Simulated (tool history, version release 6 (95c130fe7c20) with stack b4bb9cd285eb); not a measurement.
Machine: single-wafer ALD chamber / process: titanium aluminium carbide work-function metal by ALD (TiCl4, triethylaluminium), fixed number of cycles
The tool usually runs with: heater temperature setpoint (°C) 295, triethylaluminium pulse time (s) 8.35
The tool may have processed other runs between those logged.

| run | hour | heater temperature setpoint (°C) | triethylaluminium pulse time (s) | wafers since the last listed run | hours since the last thermocouple change | hours since the last triethylaluminium bottle change | hours since the showerhead was replaced | hours since the gauge calibration | read-back reference wafer on the same gauge, thickness_nm | mean film thickness on the monitor wafer (Å) |
|---|---|---|---|---|---|---|---|---|---|---|
| 1 | 0.0 | 295 | 8.35 | 0 | 1787.9 | 1831.4 | 7376.8 | 423.6 | 1.640 | 18.50 |
| 2 | 13.4 | 295 | 8.35 | 213 | 1801.3 | 1844.8 | 7390.2 | 437.0 | 1.640 | 18.36 |
| 3 | 39.7 | 295 | 5.96 | 419 | 1827.6 | 1871.1 | 7416.5 | 463.3 | 1.640 | 16.47 |
| 4 | 54.8 | 295 | 9.73 | 240 | 1842.7 | 1886.2 | 7431.6 | 478.4 | 1.640 | 19.22 |
| 5 | 73.5 | 295 | 9.73 | 298 | 1861.4 | 1904.9 | 7450.3 | 497.1 | 1.642 | 19.21 |
|  | 108.8 | thermocouple changed; heater temperature recalibrated |
| 6 | 109.3 | 295 | 9.73 | 443 | 0.5 | 1940.7 | 7486.1 | 532.9 | 1.641 | 18.88 |
| 7 | 127.7 | 295 | 8.35 | 293 | 18.9 | 1959.1 | 7504.5 | 551.3 | 1.639 | 18.24 |
|  | 142.3 | triethylaluminium bottle replaced |
| 8 | 142.8 | 295 | 8.35 | 113 | 34.0 | 0.5 | 7519.6 | 566.4 | 1.641 | 19.70 |
| 9 | 163.0 | 295 | 8.35 | 321 | 54.2 | 20.7 | 7539.8 | 586.6 | 1.641 | 19.79 |
| 10 | 175.7 | 295 | 8.35 | 202 | 66.9 | 33.4 | 7552.5 | 599.3 | 1.639 | 19.66 |
| 11 | 200.4 | 295 | 8.35 | 393 | 91.6 | 58.1 | 7577.2 | 624.0 | 1.638 | 19.62 |
| 12 | 214.0 | 303 | 6.99 | 216 | 105.2 | 71.7 | 7590.8 | 637.6 | 1.641 | 19.52 |
| 13 | 226.7 | 287 | 9.99 | 202 | 117.9 | 84.4 | 7603.5 | 650.3 | 1.640 | 19.54 |
| 14 | 243.0 | 301 | 9.26 | 259 | 134.2 | 100.7 | 7619.8 | 666.6 | 1.641 | 20.48 |
| 15 | 311.4 | 288 | 9.39 | 1090 | 202.6 | 169.1 | 7688.2 | 735.0 | 1.639 | 19.31 |
| 16 | 344.9 | 308 | 10.00 | 533 | 236.1 | 202.6 | 7721.7 | 768.5 | 1.642 | 21.22 |
| 17 | 363.8 | 304 | 9.54 | 301 | 255.0 | 221.5 | 7740.6 | 787.4 | 1.640 | 20.69 |
| 18 | 379.7 | 295 | 9.73 | 253 | 270.9 | 237.4 | 7756.5 | 803.3 | 1.641 | 20.18 |
|  | 404.5 | showerhead replaced |
| 19 | 405.0 | 288 | 5.94 | 275 | 296.2 | 262.7 | 0.5 | 828.6 | 1.641 | 17.64 |
| 20 | 422.8 | 295 | 8.35 | 283 | 314.0 | 280.5 | 18.3 | 846.4 | 1.640 | 19.62 |
|  | 426.6 | gauge calibrated |
| 21 | 458.7 | 284 | 10.88 | 572 | 349.9 | 316.4 | 54.2 | 32.1 | 1.639 | 19.39 |
| 22 | 490.5 | 281 | 5.97 | 506 | 381.7 | 348.2 | 86.0 | 63.9 | 1.642 | 17.20 |
| 23 | 509.0 | 295 | 6.27 | 294 | 400.2 | 366.7 | 104.5 | 82.4 | 1.640 | 18.32 |
| 24 | 537.9 | 288 | 5.94 | 460 | 429.1 | 395.6 | 133.4 | 111.3 | 1.640 | 17.54 |
| 25 | 559.4 | 303 | 11.38 | 342 | 450.6 | 417.1 | 154.9 | 132.8 | 1.642 | 21.10 |
| 26 | 584.7 | 305 | 8.35 | 403 | 475.9 | 442.4 | 180.2 | 158.1 | 1.640 | 20.48 |
| 27 | 602.7 | 288 | 8.35 | 286 | 493.9 | 460.4 | 198.2 | 176.1 | 1.641 | 19.00 |
| 28 | 633.4 | 295 | 8.35 | 489 | 524.6 | 491.1 | 228.9 | 206.8 | 1.641 | 19.70 |
| 29 | 656.9 | 303 | 7.28 | 374 | 548.1 | 514.6 | 252.4 | 230.3 | 1.640 | 19.69 |
| 30 | 690.6 | 282 | 8.35 | 537 | 581.8 | 548.3 | 286.1 | 264.0 | 1.640 | 18.49 |
| 31 | 750.5 | 303 | 9.44 | 954 | 641.7 | 608.2 | 346.0 | 323.9 | 1.640 | 20.74 |
| 32 | 783.2 | 295 | 8.35 | 521 | 674.4 | 640.9 | 378.7 | 356.6 | 1.638 | 19.66 |
| 33 | 813.8 | 295 | 8.35 | 487 | 705.0 | 671.5 | 409.3 | 387.2 | 1.638 | 19.47 |

Measured result minus the same run's result without the hidden state. Both carry the same run-to-run variation, though not necessarily the same gauge scatter:
The tool's hidden condition here consists of: wafer temperature above the value expected at the setpoint (K); triethylaluminium dose above that of a fresh bottle (%); gauge reads high (%).
| run | mean film thickness on the monitor wafer (Å) |
|---|---|
| 1 | -1.18 |
| 2 | -1.20 |
| 3 | -1.78 |
| 4 | -1.01 |
| 5 | -1.04 |
| 6 | -1.08 |
| 7 | -1.41 |
| 8 | -0.07 |
| 9 | -0.07 |
| 10 | -0.07 |
| 11 | -0.06 |
| 12 | -0.09 |
| 13 | -0.05 |
| 14 | -0.06 |
| 15 | -0.05 |
| 16 | -0.06 |
| 17 | -0.06 |
| 18 | -0.06 |
| 19 | -0.12 |
| 20 | -0.08 |
| 21 | -0.05 |
| 22 | -0.15 |
| 23 | -0.14 |
| 24 | -0.16 |
| 25 | -0.06 |
| 26 | -0.12 |
| 27 | -0.11 |
| 28 | -0.12 |
| 29 | -0.17 |
| 30 | -0.14 |
| 31 | -0.13 |
| 32 | -0.18 |
| 33 | -0.18 |
